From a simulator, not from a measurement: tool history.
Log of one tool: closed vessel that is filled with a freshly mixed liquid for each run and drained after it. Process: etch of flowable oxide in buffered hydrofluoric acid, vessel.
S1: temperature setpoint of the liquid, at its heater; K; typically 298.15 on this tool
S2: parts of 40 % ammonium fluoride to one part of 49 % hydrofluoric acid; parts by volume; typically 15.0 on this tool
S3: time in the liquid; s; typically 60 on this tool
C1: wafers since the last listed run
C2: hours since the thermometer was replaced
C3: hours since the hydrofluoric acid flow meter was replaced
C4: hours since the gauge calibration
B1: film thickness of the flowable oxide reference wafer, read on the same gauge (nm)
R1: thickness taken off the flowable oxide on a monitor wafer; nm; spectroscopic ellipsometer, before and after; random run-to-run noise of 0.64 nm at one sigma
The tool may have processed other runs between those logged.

{"run": 1, "day": 0.0, "S1": 298.15, "S2": 15.0, "S3": 60, "C1": 0, "C2": 1822.4, "C3": 2259.8, "C4": 155.3, "B1": 70.01, "R1": 107.98}
{"run": 2, "day": 0.433, "S1": 298.15, "S2": 15.0, "S3": 60, "C1": 852, "C2": 1832.8, "C3": 2270.2, "C4": 165.7, "B1": 70.0, "R1": 106.48}
{"run": 3, "day": 1.029, "S1": 298.15, "S2": 15.0, "S3": 60, "C1": 1171, "C2": 1847.1, "C3": 2284.5, "C4": 180.0, "B1": 70.0, "R1": 106.9}
{"run": 4, "day": 1.438, "S1": 298.15, "S2": 15.0, "S3": 60, "C1": 803, "C2": 1856.9, "C3": 2294.3, "C4": 189.8, "B1": 70.02, "R1": 106.86}
{"run": 5, "day": 2.083, "S1": 298.15, "S2": 15.0, "S3": 60, "C1": 1270, "C2": 1872.4, "C3": 2309.8, "C4": 205.3, "B1": 70.01, "R1": 106.47}
{"run": 6, "day": 2.546, "S1": 298.15, "S2": 15.0, "S3": 60, "C1": 909, "C2": 1883.5, "C3": 2320.9, "C4": 216.4, "B1": 70.02, "R1": 107.77}
{"run": 7, "day": 2.954, "S1": 298.15, "S2": 15.0, "S3": 75, "C1": 803, "C2": 1893.3, "C3": 2330.7, "C4": 226.2, "B1": 69.98, "R1": 134.8}
{"run": 8, "day": 4.817, "S1": 301.15, "S2": 15.0, "S3": 60, "C1": 3662, "C2": 1938.0, "C3": 2375.4, "C4": 270.9, "B1": 70.02, "R1": 126.9}
{"run": 9, "day": 5.696, "S1": 301.15, "S2": 15.0, "S3": 60, "C1": 1728, "C2": 1959.1, "C3": 2396.5, "C4": 292.0, "B1": 69.99, "R1": 125.94}
{"run": 10, "day": 6.167, "S1": 298.15, "S2": 15.0, "S3": 60, "C1": 925, "C2": 1970.4, "C3": 2407.8, "C4": 303.3, "B1": 70.01, "R1": 107.44}
{"run": 11, "day": 6.908, "S1": 298.15, "S2": 15.0, "S3": 60, "C1": 1458, "C2": 1988.2, "C3": 2425.6, "C4": 321.1, "B1": 69.99, "R1": 107.43}
{"run": 12, "day": 7.346, "S1": 298.15, "S2": 15.0, "S3": 60, "C1": 860, "C2": 1998.7, "C3": 2436.1, "C4": 331.6, "B1": 70.01, "R1": 108.07}
{"run": 13, "day": 8.071, "S1": 298.15, "S2": 15.0, "S3": 60, "C1": 1425, "C2": 2016.1, "C3": 2453.5, "C4": 349.0, "B1": 70.01, "R1": 108.95}
{"run": 14, "day": 8.438, "S1": 298.15, "S2": 15.0, "S3": 60, "C1": 721, "C2": 2024.9, "C3": 2462.3, "C4": 357.8, "B1": 70.02, "R1": 108.46}
{"run": 15, "day": 9.154, "S1": 298.15, "S2": 15.0, "S3": 60, "C1": 1409, "C2": 2042.1, "C3": 2479.5, "C4": 375.0, "B1": 70.04, "R1": 109.09}
{"run": 16, "day": 9.808, "S1": 298.15, "S2": 15.0, "S3": 60, "C1": 1286, "C2": 2057.8, "C3": 2495.2, "C4": 390.7, "B1": 70.02, "R1": 109.59}
{"day": 10.404, "done": "hydrofluoric acid flow meter replaced"}
{"run": 17, "day": 10.567, "S1": 298.15, "S2": 11.5, "S3": 75, "C1": 1409, "C2": 2076.0, "C3": 3.9, "C4": 408.9, "B1": 70.0, "R1": 176.03}
{"run": 18, "day": 10.967, "S1": 294.65, "S2": 11.0, "S3": 85, "C1": 786, "C2": 2085.6, "C3": 13.5, "C4": 418.5, "B1": 70.01, "R1": 171.4}
{"run": 19, "day": 11.583, "S1": 295.15, "S2": 13.5, "S3": 50, "C1": 1212, "C2": 2100.4, "C3": 28.3, "C4": 433.3, "B1": 70.01, "R1": 86.22}
{"day": 11.825, "done": "thermometer replaced"}
{"run": 20, "day": 11.962, "S1": 301.15, "S2": 19.0, "S3": 70, "C1": 663, "C2": 3.3, "C3": 37.4, "C4": 442.4, "B1": 69.96, "R1": 105.35}
{"day": 12.254, "done": "gauge calibrated"}
{"run": 21, "day": 12.621, "S1": 301.65, "S2": 15.0, "S3": 40, "C1": 1294, "C2": 19.1, "C3": 53.2, "C4": 8.8, "B1": 69.97, "R1": 78.14}
{"run": 22, "day": 12.954, "S1": 301.65, "S2": 18.5, "S3": 30, "C1": 655, "C2": 27.1, "C3": 61.2, "C4": 16.8, "B1": 70.01, "R1": 48.25}
{"run": 23, "day": 13.683, "S1": 298.15, "S2": 15.0, "S3": 90, "C1": 1434, "C2": 44.6, "C3": 78.7, "C4": 34.3, "B1": 70.0, "R1": 145.93}
{"run": 24, "day": 14.221, "S1": 298.15, "S2": 15.0, "S3": 60, "C1": 1057, "C2": 57.5, "C3": 91.6, "C4": 47.2, "B1": 70.02, "R1": 96.83}
{"run": 25, "day": 14.508, "S1": 295.15, "S2": 15.0, "S3": 60, "C1": 565, "C2": 64.4, "C3": 98.5, "C4": 54.1, "B1": 69.99, "R1": 83.59}
{"run": 26, "day": 15.208, "S1": 301.15, "S2": 15.0, "S3": 60, "C1": 1376, "C2": 81.2, "C3": 115.3, "C4": 70.9, "B1": 69.99, "R1": 114.25}
{"run": 27, "day": 15.725, "S1": 298.15, "S2": 15.0, "S3": 60, "C1": 1016, "C2": 93.6, "C3": 127.7, "C4": 83.3, "B1": 70.0, "R1": 97.19}
{"run": 28, "day": 16.367, "S1": 298.15, "S2": 20.0, "S3": 40, "C1": 1261, "C2": 109.0, "C3": 143.1, "C4": 98.7, "B1": 70.01, "R1": 49.16}
{"run": 29, "day": 16.933, "S1": 298.15, "S2": 19.0, "S3": 35, "C1": 1114, "C2": 122.6, "C3": 156.7, "C4": 112.3, "B1": 69.98, "R1": 45.19}
{"run": 30, "day": 17.538, "S1": 298.15, "S2": 18.0, "S3": 95, "C1": 1188, "C2": 137.1, "C3": 171.2, "C4": 126.8, "B1": 69.99, "R1": 130.94}
{"run": 31, "day": 18.212, "S1": 298.15, "S2": 15.0, "S3": 60, "C1": 1327, "C2": 153.3, "C3": 187.4, "C4": 143.0, "B1": 69.98, "R1": 97.81}
{"run": 32, "day": 18.867, "S1": 298.15, "S2": 15.0, "S3": 60, "C1": 1286, "C2": 169.0, "C3": 203.1, "C4": 158.7, "B1": 70.01, "R1": 97.94}
{"run": 33, "day": 19.258, "S1": 296.65, "S2": 18.0, "S3": 40, "C1": 770, "C2": 178.4, "C3": 212.5, "C4": 168.1, "B1": 70.0, "R1": 49.91}
{"run": 34, "day": 19.788, "S1": 300.65, "S2": 18.5, "S3": 50, "C1": 1040, "C2": 191.1, "C3": 225.2, "C4": 180.8, "B1": 70.0, "R1": 76.41}

What if the next run were any one of these 3? Each begins from the tool's condition after run 34:
{"run": "A", "day": 19.817, "S1": 298.15, "S2": 15.0, "S3": 60, "C1": 57, "C2": 191.8, "C3": 225.9, "C4": 181.5, "B1": "?", "R1": "?"}
{"run": "B", "day": 19.817, "S1": 299.65, "S2": 18.5, "S3": 75, "C1": 57, "C2": 191.8, "C3": 225.9, "C4": 181.5, "B1": "?", "R1": "?"}
{"run": "C", "day": 19.817, "S1": 303.15, "S2": 15.0, "S3": 40, "C1": 57, "C2": 191.8, "C3": 225.9, "C4": 181.5, "B1": "?", "R1": "?"}

run=A B1=70.00 R1=98.09
run=B B1=70.00 R1=108.14
run=C B1=70.00 R1=85.30
The same runs, with their run-to-run variation unchanged, on a tool lacking any hidden condition would have given:
run=A R1=93.88
run=B R1=103.54
run=C R1=81.75
